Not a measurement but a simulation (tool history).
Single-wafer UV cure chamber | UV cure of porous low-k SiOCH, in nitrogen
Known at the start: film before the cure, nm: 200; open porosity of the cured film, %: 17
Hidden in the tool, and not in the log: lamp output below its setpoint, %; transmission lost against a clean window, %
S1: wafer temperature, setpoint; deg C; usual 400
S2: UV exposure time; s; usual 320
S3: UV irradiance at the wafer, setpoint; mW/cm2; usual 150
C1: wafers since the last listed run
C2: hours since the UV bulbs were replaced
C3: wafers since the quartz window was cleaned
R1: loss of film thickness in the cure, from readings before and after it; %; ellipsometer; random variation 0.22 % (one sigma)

| run | hour | S1 | S2 | S3 | C1 | C2 | C3 | R1 |
|---|---|---|---|---|---|---|---|---|
| 1 | 0 | 400 | 320 | 130 | 0 | 1734.9 | 892 | 13.515 |
| 2 | 13.1 | 400 | 320 | 150 | 50 | 1748 | 943 | 14.008 |
| 3 | 22 | 400 | 320 | 150 | 34 | 1756.9 | 978 | 14.286 |
| 4 | 34.8 | 400 | 320 | 150 | 49 | 1769.7 | 1027 | 14.037 |
| 5 | 52.7 | 400 | 320 | 150 | 69 | 1787.6 | 1097 | 14.317 |
| 6 | 62.8 | 400 | 320 | 150 | 39 | 1797.7 | 1136 | 13.988 |
| 7 | 75.6 | 400 | 320 | 150 | 49 | 1810.5 | 1186 | 14.283 |
| 8 | 84.9 | 400 | 320 | 150 | 36 | 1819.8 | 1222 | 14.237 |
| 9 | 95.8 | 410 | 320 | 150 | 42 | 1830.7 | 1264 | 14.27 |
| 10 | 108.7 | 410 | 320 | 150 | 50 | 1843.6 | 1314 | 14.365 |
| 11 | 117.7 | 410 | 320 | 150 | 34 | 1852.6 | 1349 | 14.184 |
| 12 | 132.7 | 400 | 320 | 150 | 58 | 1867.6 | 1408 | 14.292 |
| 13 | 144.3 | 400 | 320 | 150 | 45 | 1879.2 | 1453 | 13.925 |
|  | 154.1 | quartz window cleaned |
|  | 161.9 | UV bulbs replaced |
| 14 | 162.4 | 400 | 320 | 150 | 8 | 0.5 | 2 | 14.907 |
| 15 | 173.4 | 406 | 320 | 150 | 42 | 11.5 | 44 | 15.292 |
| 16 | 180.6 | 400 | 320 | 150 | 27 | 18.7 | 72 | 15.355 |
| 17 | 186.7 | 400 | 320 | 150 | 23 | 24.8 | 96 | 15.433 |
| 18 | 193.7 | 400 | 320 | 150 | 27 | 31.8 | 123 | 14.845 |
| 19 | 210.7 | 400 | 320 | 150 | 66 | 48.8 | 189 | 14.925 |
| 20 | 218.7 | 400 | 320 | 150 | 31 | 56.8 | 220 | 14.636 |
| 21 | 229.7 | 400 | 320 | 150 | 42 | 67.8 | 263 | 14.974 |
| 22 | 244.3 | 383 | 465 | 178 | 56 | 82.4 | 320 | 16.9 |
| 23 | 257 | 400 | 320 | 150 | 49 | 95.1 | 369 | 15.023 |
| 24 | 263.1 | 384 | 320 | 186 | 23 | 101.2 | 393 | 15.337 |
| 25 | 275.9 | 391 | 320 | 122 | 49 | 114 | 442 | 13.449 |
| 26 | 283.9 | 415 | 320 | 165 | 31 | 122 | 473 | 15.237 |
| 27 | 291.1 | 400 | 320 | 150 | 27 | 129.2 | 501 | 14.223 |
| 28 | 303.7 | 408 | 155 | 134 | 48 | 141.8 | 550 | 10.549 |
| 29 | 318.1 | 400 | 320 | 150 | 55 | 156.2 | 606 | 14.457 |
| 30 | 336 | 400 | 320 | 150 | 69 | 174.1 | 676 | 14.35 |
| 31 | 347.9 | 408 | 230 | 164 | 46 | 186 | 722 | 13.502 |
| 32 | 362.6 | 400 | 320 | 180 | 57 | 200.7 | 779 | 15.203 |
| 33 | 371.6 | 400 | 320 | 150 | 34 | 209.7 | 814 | 14.022 |
| 34 | 388.2 | 400 | 140 | 150 | 64 | 226.3 | 878 | 10.477 |
| 35 | 401 | 400 | 320 | 122 | 49 | 239.1 | 928 | 13.705 |
| 36 | 407.3 | 407 | 240 | 150 | 24 | 245.4 | 953 | 13.186 |
| 37 | 421.3 | 410 | 320 | 150 | 54 | 259.4 | 1007 | 14.246 |
| 38 | 436.9 | 400 | 320 | 124 | 60 | 275 | 1067 | 13.378 |
| 39 | 444.5 | 414 | 200 | 150 | 29 | 282.6 | 1097 | 12.007 |

Forecast each of these 4 alternatives for the next run:
| A | 445 | 412 | 320 | 150 | 1 | 283.1 | 1099 | ? |
| B | 445 | 415 | 320 | 126 | 1 | 283.1 | 1099 | ? |
| C | 445 | 389 | 195 | 173 | 1 | 283.1 | 1099 | ? |
| D | 445 | 400 | 320 | 162 | 1 | 283.1 | 1099 | ? |

| run | R1 |
|---|---|
| A | 14.307 |
| B | 13.543 |
| C | 12.265 |
| D | 14.455 |
Without the tool's hidden state the same runs would have given:
| run | R1 |
|---|---|
| A | 15.275 |
| B | 14.506 |
| C | 13.209 |
| D | 15.425 |
